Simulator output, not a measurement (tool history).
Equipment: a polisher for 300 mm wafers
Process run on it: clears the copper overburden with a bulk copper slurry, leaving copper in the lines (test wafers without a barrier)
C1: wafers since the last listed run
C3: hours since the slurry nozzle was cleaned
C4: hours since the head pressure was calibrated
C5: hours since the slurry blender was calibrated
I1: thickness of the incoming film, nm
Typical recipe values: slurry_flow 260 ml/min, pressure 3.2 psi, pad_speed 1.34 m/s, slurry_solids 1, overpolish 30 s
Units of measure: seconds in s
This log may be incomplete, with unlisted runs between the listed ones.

{"run": 1, "hour": 0.0, "slurry_flow": 260, "pressure": 3.2, "pad_speed": 1.34, "slurry_solids": 1, "overpolish": 30, "C1": 0, "wafers polished on this pad": 1621, "C3": 217.2, "C4": 600.3, "C5": 146.7, "I1": 1242.7, "seconds": 106.4}
{"run": 2, "hour": 78.7, "slurry_flow": 260, "pressure": 3.2, "pad_speed": 1.34, "slurry_solids": 1, "overpolish": 30, "C1": 760, "wafers polished on this pad": 2381, "C3": 295.9, "C4": 679, "C5": 225.4, "I1": 1235, "seconds": 108.5}
{"run": 3, "hour": 127.7, "slurry_flow": 260, "pressure": 3.2, "pad_speed": 1.34, "slurry_solids": 1, "overpolish": 30, "C1": 473, "wafers polished on this pad": 2854, "C3": 344.9, "C4": 728, "C5": 274.4, "I1": 1231.3, "seconds": 107.7}
{"hour": 154.2, "done": "worn pad replaced by a new one"}
{"run": 4, "hour": 193.5, "slurry_flow": 260, "pressure": 3.2, "pad_speed": 1.34, "slurry_solids": 1, "overpolish": 40, "C1": 596, "wafers polished on this pad": 379, "C3": 410.7, "C4": 793.8, "C5": 340.2, "I1": 1245.9, "seconds": 99.3}
{"hour": 254.2, "done": "slurry blender recalibrated"}
{"run": 5, "hour": 265.3, "slurry_flow": 260, "pressure": 3.2, "pad_speed": 1.34, "slurry_solids": 1, "overpolish": 40, "C1": 674, "wafers polished on this pad": 1053, "C3": 482.5, "C4": 865.6, "C5": 11.1, "I1": 1238.7, "seconds": 106.3}
{"run": 6, "hour": 336.1, "slurry_flow": 260, "pressure": 3.2, "pad_speed": 1.34, "slurry_solids": 1, "overpolish": 40, "C1": 683, "wafers polished on this pad": 1737, "C3": 553.3, "C4": 936.4, "C5": 81.9, "I1": 1243.5, "seconds": 108.5}
{"hour": 422.1, "done": "worn pad replaced by a new one"}
{"run": 7, "hour": 422.6, "slurry_flow": 260, "pressure": 3.2, "pad_speed": 1.34, "slurry_solids": 1, "overpolish": 30, "C1": 796, "wafers polished on this pad": 4, "C3": 639.8, "C4": 1022.9, "C5": 168.4, "I1": 1234.7, "seconds": 96.7}
{"run": 8, "hour": 459.8, "slurry_flow": 260, "pressure": 3.2, "pad_speed": 1.34, "slurry_solids": 1, "overpolish": 30, "C1": 359, "wafers polished on this pad": 363, "C3": 677, "C4": 1060.1, "C5": 205.6, "I1": 1253, "seconds": 102.3}
{"run": 9, "hour": 527.4, "slurry_flow": 260, "pressure": 3.2, "pad_speed": 1.34, "slurry_solids": 1, "overpolish": 30, "C1": 652, "wafers polished on this pad": 1016, "C3": 744.6, "C4": 1127.7, "C5": 273.2, "I1": 1231.1, "seconds": 104.9}
{"hour": 534.9, "done": "slurry nozzle cleaned"}
{"hour": 577.4, "done": "slurry blender recalibrated"}
{"run": 10, "hour": 619.7, "slurry_flow": 260, "pressure": 3.2, "pad_speed": 1.34, "slurry_solids": 1, "overpolish": 30, "C1": 862, "wafers polished on this pad": 1878, "C3": 84.8, "C4": 1220, "C5": 42.3, "I1": 1244.3, "seconds": 108.2}
{"run": 11, "hour": 674.7, "slurry_flow": 260, "pressure": 2.4, "pad_speed": 1.34, "slurry_solids": 0.75, "overpolish": 21, "C1": 531, "wafers polished on this pad": 2409, "C3": 139.8, "C4": 1275, "C5": 97.3, "I1": 1254.8, "seconds": 138.7}
{"hour": 701.1, "done": "head pressure recalibrated"}
{"hour": 746.2, "done": "worn pad replaced by a new one"}
{"run": 12, "hour": 752.8, "slurry_flow": 260, "pressure": 3.2, "pad_speed": 1.34, "slurry_solids": 1.3, "overpolish": 30, "C1": 696, "wafers polished on this pad": 63, "C3": 217.9, "C4": 51.7, "C5": 175.4, "I1": 1227.5, "seconds": 92}
{"run": 13, "hour": 790.8, "slurry_flow": 260, "pressure": 3.2, "pad_speed": 1.34, "slurry_solids": 1, "overpolish": 30, "C1": 366, "wafers polished on this pad": 430, "C3": 255.9, "C4": 89.7, "C5": 213.4, "I1": 1248, "seconds": 102.4}
{"run": 14, "hour": 892.4, "slurry_flow": 260, "pressure": 3.6, "pad_speed": 1.06, "slurry_solids": 0.75, "overpolish": 39, "C1": 981, "wafers polished on this pad": 1411, "C3": 357.5, "C4": 191.3, "C5": 315, "I1": 1216.9, "seconds": 132.4}
{"run": 15, "hour": 946.1, "slurry_flow": 260, "pressure": 4.1, "pad_speed": 1.58, "slurry_solids": 1.3, "overpolish": 41, "C1": 518, "wafers polished on this pad": 1930, "C3": 411.2, "C4": 245, "C5": 368.7, "I1": 1249.5, "seconds": 74.9}
{"hour": 953.0, "done": "slurry blender recalibrated"}
{"hour": 1010.7, "done": "worn pad replaced by a new one"}
{"run": 16, "hour": 1028.7, "slurry_flow": 315, "pressure": 3.2, "pad_speed": 1.7, "slurry_solids": 0.9, "overpolish": 23, "C1": 739, "wafers polished on this pad": 174, "C3": 493.8, "C4": 327.6, "C5": 75.7, "I1": 1252.4, "seconds": 79.2}
{"run": 17, "hour": 1103.0, "slurry_flow": 260, "pressure": 3.6, "pad_speed": 1.34, "slurry_solids": 1.1, "overpolish": 30, "C1": 717, "wafers polished on this pad": 891, "C3": 568.1, "C4": 401.9, "C5": 150, "I1": 1227.6, "seconds": 94.2}
{"hour": 1238.9, "done": "slurry nozzle cleaned"}
{"hour": 1302.9, "done": "slurry blender recalibrated"}
{"hour": 1310.7, "done": "worn pad replaced by a new one"}
{"run": 18, "hour": 1415.0, "slurry_flow": 235, "pressure": 3.2, "pad_speed": 1.68, "slurry_solids": 1, "overpolish": 30, "C1": 2945, "wafers polished on this pad": 1007, "C3": 176.1, "C4": 713.9, "C5": 112.1, "I1": 1254.9, "seconds": 86.4}
{"run": 19, "hour": 1463.5, "slurry_flow": 260, "pressure": 3.2, "pad_speed": 1.34, "slurry_solids": 1, "overpolish": 30, "C1": 468, "wafers polished on this pad": 1475, "C3": 224.6, "C4": 762.4, "C5": 160.6, "I1": 1235.4, "seconds": 106.9}

Had the tool no unlogged condition, and each run kept its random variation, what would the results have been?
The tool's hidden condition here consists of: removal rate lost through wear of the pad, %; slurry flow missing at the pad, %; deviation of the head's pressure from its setpoint, %; abrasive missing from the slurry, %.
run=1 seconds=94.8
run=2 seconds=95.4
run=3 seconds=94.3
run=4 seconds=94.1
run=5 seconds=96
run=6 seconds=95.8
run=7 seconds=94.9
run=8 seconds=96.4
run=9 seconds=94.3
run=10 seconds=94.5
run=11 seconds=120
run=12 seconds=90.1
run=13 seconds=96.4
run=14 seconds=117.9
run=15 seconds=65.8
run=16 seconds=76.7
run=17 seconds=86
run=18 seconds=77.6
run=19 seconds=94.2

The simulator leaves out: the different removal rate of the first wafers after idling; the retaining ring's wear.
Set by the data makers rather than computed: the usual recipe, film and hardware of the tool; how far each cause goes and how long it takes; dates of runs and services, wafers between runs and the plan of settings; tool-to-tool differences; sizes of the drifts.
